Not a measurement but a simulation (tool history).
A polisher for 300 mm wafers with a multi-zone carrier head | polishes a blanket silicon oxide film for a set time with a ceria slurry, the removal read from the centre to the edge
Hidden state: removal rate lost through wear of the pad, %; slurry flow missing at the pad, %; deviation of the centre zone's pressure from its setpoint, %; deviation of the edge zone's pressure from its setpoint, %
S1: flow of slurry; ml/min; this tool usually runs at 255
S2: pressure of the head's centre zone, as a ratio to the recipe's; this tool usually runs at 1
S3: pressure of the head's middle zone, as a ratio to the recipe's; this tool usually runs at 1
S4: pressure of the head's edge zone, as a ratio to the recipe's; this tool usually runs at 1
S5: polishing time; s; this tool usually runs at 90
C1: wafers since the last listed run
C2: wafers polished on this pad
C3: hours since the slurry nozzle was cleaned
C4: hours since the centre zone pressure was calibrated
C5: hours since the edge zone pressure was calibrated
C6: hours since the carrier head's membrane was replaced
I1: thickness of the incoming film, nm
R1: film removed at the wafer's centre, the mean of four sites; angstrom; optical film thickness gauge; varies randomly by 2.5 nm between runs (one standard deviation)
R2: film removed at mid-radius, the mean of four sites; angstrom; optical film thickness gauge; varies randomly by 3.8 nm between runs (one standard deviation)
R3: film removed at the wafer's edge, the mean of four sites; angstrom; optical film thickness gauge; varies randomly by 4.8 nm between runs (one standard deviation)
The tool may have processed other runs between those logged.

{"run": 1, "day": 0.0, "S1": 330, "S2": 1, "S3": 1, "S4": 1, "S5": 90, "C1": 0, "C2": 291, "C3": 354.7, "C4": 24.1, "C5": 106.2, "C6": 26.7, "I1": 1739.3, "R1": 3221, "R2": 3310, "R3": 3244}
{"run": 2, "day": 0.308, "S1": 205, "S2": 1, "S3": 1.06, "S4": 0.97, "S5": 103, "C1": 81, "C2": 372, "C3": 362.1, "C4": 31.5, "C5": 113.6, "C6": 34.1, "I1": 1745.5, "R1": 3542, "R2": 3855, "R3": 3552}
{"run": 3, "day": 0.95, "S1": 230, "S2": 1, "S3": 1, "S4": 1.04, "S5": 90, "C1": 169, "C2": 542, "C3": 377.5, "C4": 46.9, "C5": 129, "C6": 49.5, "I1": 1700.1, "R1": 3157, "R2": 3282, "R3": 3302}
{"run": 4, "day": 1.283, "S1": 300, "S2": 1, "S3": 0.91, "S4": 0.96, "S5": 78, "C1": 88, "C2": 630, "C3": 385.5, "C4": 54.9, "C5": 137, "C6": 57.5, "I1": 1729.3, "R1": 2740, "R2": 2619, "R3": 2837}
{"run": 5, "day": 1.567, "S1": 305, "S2": 0.89, "S3": 1, "S4": 1, "S5": 90, "C1": 74, "C2": 705, "C3": 392.3, "C4": 61.7, "C5": 143.8, "C6": 64.3, "I1": 1738.1, "R1": 2874, "R2": 3303, "R3": 3361}
{"run": 6, "day": 2.042, "S1": 210, "S2": 1.05, "S3": 1, "S4": 0.88, "S5": 90, "C1": 125, "C2": 830, "C3": 403.7, "C4": 73.1, "C5": 155.2, "C6": 75.7, "I1": 1728.2, "R1": 3212, "R2": 3221, "R3": 3067}
{"run": 7, "day": 2.621, "S1": 325, "S2": 1, "S3": 1.07, "S4": 1.08, "S5": 116, "C1": 153, "C2": 984, "C3": 417.6, "C4": 87, "C5": 169.1, "C6": 89.6, "I1": 1741.8, "R1": 4156, "R2": 4563, "R3": 4511}
{"run": 8, "day": 3.046, "S1": 255, "S2": 1, "S3": 1, "S4": 1, "S5": 90, "C1": 112, "C2": 1096, "C3": 427.8, "C4": 97.2, "C5": 179.3, "C6": 99.8, "I1": 1749.9, "R1": 3203, "R2": 3316, "R3": 3276}
{"day": 3.288, "done": "slurry nozzle cleaned"}
{"run": 9, "day": 3.538, "S1": 255, "S2": 1, "S3": 1, "S4": 1, "S5": 90, "C1": 118, "C2": 1215, "C3": 6, "C4": 109, "C5": 191.1, "C6": 111.6, "I1": 1696.5, "R1": 3133, "R2": 3250, "R3": 3273}
{"run": 10, "day": 4.067, "S1": 255, "S2": 1, "S3": 0.94, "S4": 1.05, "S5": 90, "C1": 139, "C2": 1355, "C3": 18.7, "C4": 121.7, "C5": 203.8, "C6": 124.3, "I1": 1743.8, "R1": 3201, "R2": 3095, "R3": 3372}
{"day": 4.25, "done": "worn pad replaced by a new one"}
{"run": 11, "day": 4.638, "S1": 255, "S2": 1, "S3": 1, "S4": 1, "S5": 90, "C1": 106, "C2": 102, "C3": 32.4, "C4": 135.4, "C5": 217.5, "C6": 138, "I1": 1711.1, "R1": 3152, "R2": 3230, "R3": 3359}
{"run": 12, "day": 5.338, "S1": 290, "S2": 1, "S3": 1.04, "S4": 0.94, "S5": 113, "C1": 184, "C2": 287, "C3": 49.2, "C4": 152.2, "C5": 234.3, "C6": 154.8, "I1": 1725.1, "R1": 4007, "R2": 4253, "R3": 4033}
{"run": 13, "day": 5.996, "S1": 255, "S2": 1, "S3": 1, "S4": 1.06, "S5": 104, "C1": 173, "C2": 461, "C3": 65, "C4": 168, "C5": 250.1, "C6": 170.6, "I1": 1740.4, "R1": 3642, "R2": 3671, "R3": 3923}
{"run": 14, "day": 6.696, "S1": 330, "S2": 1, "S3": 1, "S4": 1, "S5": 90, "C1": 184, "C2": 646, "C3": 81.8, "C4": 184.8, "C5": 266.9, "C6": 187.4, "I1": 1726.2, "R1": 3266, "R2": 3433, "R3": 3394}
{"run": 15, "day": 6.992, "S1": 255, "S2": 1, "S3": 1.11, "S4": 1, "S5": 90, "C1": 78, "C2": 724, "C3": 88.9, "C4": 191.9, "C5": 274, "C6": 194.5, "I1": 1702.1, "R1": 3179, "R2": 3607, "R3": 3327}
{"run": 16, "day": 8.092, "S1": 310, "S2": 0.91, "S3": 1, "S4": 1, "S5": 90, "C1": 290, "C2": 1014, "C3": 115.3, "C4": 218.3, "C5": 300.4, "C6": 220.9, "I1": 1739, "R1": 2939, "R2": 3254, "R3": 3364}
{"run": 17, "day": 8.638, "S1": 255, "S2": 1, "S3": 0.92, "S4": 1, "S5": 90, "C1": 144, "C2": 1159, "C3": 128.4, "C4": 231.4, "C5": 313.5, "C6": 234, "I1": 1733.1, "R1": 3126, "R2": 3070, "R3": 3241}
{"run": 18, "day": 9.171, "S1": 190, "S2": 1, "S3": 0.95, "S4": 0.91, "S5": 121, "C1": 140, "C2": 1300, "C3": 141.2, "C4": 244.2, "C5": 326.3, "C6": 246.8, "I1": 1730.2, "R1": 4054, "R2": 4073, "R3": 4149}
{"run": 19, "day": 9.796, "S1": 305, "S2": 0.89, "S3": 1, "S4": 1, "S5": 90, "C1": 165, "C2": 1465, "C3": 156.2, "C4": 259.2, "C5": 341.3, "C6": 261.8, "I1": 1766.8, "R1": 2872, "R2": 3367, "R3": 3344}
{"day": 10.146, "done": "worn pad replaced by a new one"}
{"run": 20, "day": 10.267, "S1": 255, "S2": 1.03, "S3": 1, "S4": 1, "S5": 90, "C1": 80, "C2": 32, "C3": 167.5, "C4": 270.5, "C5": 352.6, "C6": 273.1, "I1": 1703.6, "R1": 3267, "R2": 3313, "R3": 3326}
{"run": 21, "day": 10.842, "S1": 195, "S2": 1, "S3": 1, "S4": 1, "S5": 90, "C1": 151, "C2": 184, "C3": 181.3, "C4": 284.3, "C5": 366.4, "C6": 286.9, "I1": 1765.1, "R1": 3020, "R2": 3217, "R3": 3221}
{"run": 22, "day": 11.329, "S1": 255, "S2": 1, "S3": 1, "S4": 1, "S5": 90, "C1": 128, "C2": 312, "C3": 193, "C4": 296, "C5": 378.1, "C6": 298.6, "I1": 1707.1, "R1": 3132, "R2": 3221, "R3": 3209}
{"run": 23, "day": 12.029, "S1": 310, "S2": 1.04, "S3": 1.12, "S4": 1, "S5": 90, "C1": 184, "C2": 497, "C3": 209.8, "C4": 312.8, "C5": 394.9, "C6": 315.4, "I1": 1717.6, "R1": 3336, "R2": 3561, "R3": 3310}

Predict each of these 4 candidate next runs independently; none follows another, all start after run 23:
{"run": "A", "day": 12.05, "S1": 255, "S2": 1, "S3": 1, "S4": 1, "S5": 90, "C1": 5, "C2": 503, "C3": 210.3, "C4": 313.3, "C5": 395.4, "C6": 315.9, "I1": 1729.1, "R1": "?", "R2": "?", "R3": "?"}
{"run": "B", "day": 12.05, "S1": 255, "S2": 1, "S3": 0.9, "S4": 1.03, "S5": 103, "C1": 5, "C2": 503, "C3": 210.3, "C4": 313.3, "C5": 395.4, "C6": 315.9, "I1": 1729.1, "R1": "?", "R2": "?", "R3": "?"}
{"run": "C", "day": 12.05, "S1": 255, "S2": 1, "S3": 1, "S4": 0.92, "S5": 90, "C1": 5, "C2": 503, "C3": 210.3, "C4": 313.3, "C5": 395.4, "C6": 315.9, "I1": 1729.1, "R1": "?", "R2": "?", "R3": "?"}
{"run": "D", "day": 12.05, "S1": 225, "S2": 0.88, "S3": 1, "S4": 1.08, "S5": 60, "C1": 5, "C2": 503, "C3": 210.3, "C4": 313.3, "C5": 395.4, "C6": 315.9, "I1": 1729.1, "R1": "?", "R2": "?", "R3": "?"}

run=A R1=3168 R2=3284 R3=3281
run=B R1=3623 R2=3441 R3=3815
run=C R1=3168 R2=3285 R3=3154
run=D R1=1831 R2=2164 R3=2251
With the hidden condition removed and each run's random variation left untouched, the same runs would have given:
run=A R1=3168 R2=3284 R3=3281
run=B R1=3623 R2=3441 R3=3815
run=C R1=3168 R2=3285 R3=3154
run=D R1=1831 R2=2164 R3=2251
